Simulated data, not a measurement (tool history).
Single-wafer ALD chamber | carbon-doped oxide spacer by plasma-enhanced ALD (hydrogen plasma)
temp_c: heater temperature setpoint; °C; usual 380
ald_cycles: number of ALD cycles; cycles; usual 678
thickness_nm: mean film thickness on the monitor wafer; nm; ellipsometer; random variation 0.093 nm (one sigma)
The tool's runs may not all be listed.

run,hour,temp_c,ald_cycles,"read-back reference wafer on the same gauge, thickness_nm",thickness_nm
1,0.0,374,570,37.190,31.135
2,26.6,380,678,37.183,36.809
3,53.3,380,678,37.174,37.052
4,78.9,380,678,37.194,37.054
5,104.7,380,606,37.164,33.083
6,132.8,380,606,37.120,33.120
7,149.7,380,678,37.103,36.901
8,181.8,380,678,37.129,37.063
9,202.4,380,678,37.129,36.853
10,235.0,380,678,37.098,36.914
11,261.2,380,678,37.037,36.942
12,297.0,380,678,37.038,36.907
13,329.5,380,678,37.043,36.682
14,349.9,380,678,37.004,36.891
15,373.0,380,678,37.005,36.913
16,399.6,380,678,37.011,36.779
17,431.5,380,678,36.938,36.828
18,443.9,380,678,36.920,36.765
19,468.8,380,678,37.000,36.816
20,494.1,380,678,36.909,36.802
21,524.2,389,678,36.967,36.726
# hour 541.7: gauge calibrated
22,556.4,380,678,37.302,37.194
23,576.9,394,588,37.291,32.337
24,612.5,380,678,37.309,37.176
25,642.6,374,627,37.243,34.355
26,661.9,385,611,37.305,33.627
27,676.4,372,783,37.261,42.817
28,695.8,380,678,37.227,36.938
# hour 720.0: thermocouple changed; heater temperature recalibrated
29,730.7,374,570,37.237,31.245
30,759.3,374,627,37.174,34.181
31,775.6,380,607,37.197,32.993
32,798.3,370,751,37.197,41.218
33,819.1,392,791,37.187,43.145
34,852.1,368,600,37.217,32.737
35,866.1,388,678,37.115,36.877
36,913.2,372,601,37.119,32.678
37,941.9,380,678,37.126,36.866
38,974.2,385,728,37.094,39.682
39,1002.4,385,601,37.061,32.833
40,1026.4,380,762,37.061,41.596
41,1039.2,380,557,37.037,30.431
42,1073.5,372,601,37.032,32.794
43,1099.1,372,605,37.069,32.886

The tool's hidden state at each run:
wafer temperature above the value expected at the setpoint (K): 0 in every run
H1: gauge reads high (%)
run,H1
1,-0.277
2,-0.312
3,-0.348
4,-0.383
5,-0.417
6,-0.455
7,-0.478
8,-0.521
9,-0.549
10,-0.593
11,-0.628
12,-0.676
13,-0.72
14,-0.747
15,-0.778
16,-0.814
17,-0.857
18,-0.873
19,-0.907
20,-0.941
21,-0.981
22,0.0448
23,0.0172
24,-0.0306
25,-0.0711
26,-0.0971
27,-0.117
28,-0.143
29,-0.19
30,-0.228
31,-0.25
32,-0.28
33,-0.308
34,-0.353
35,-0.372
36,-0.435
37,-0.473
38,-0.517
39,-0.555
40,-0.587
41,-0.604
42,-0.65
43,-0.685
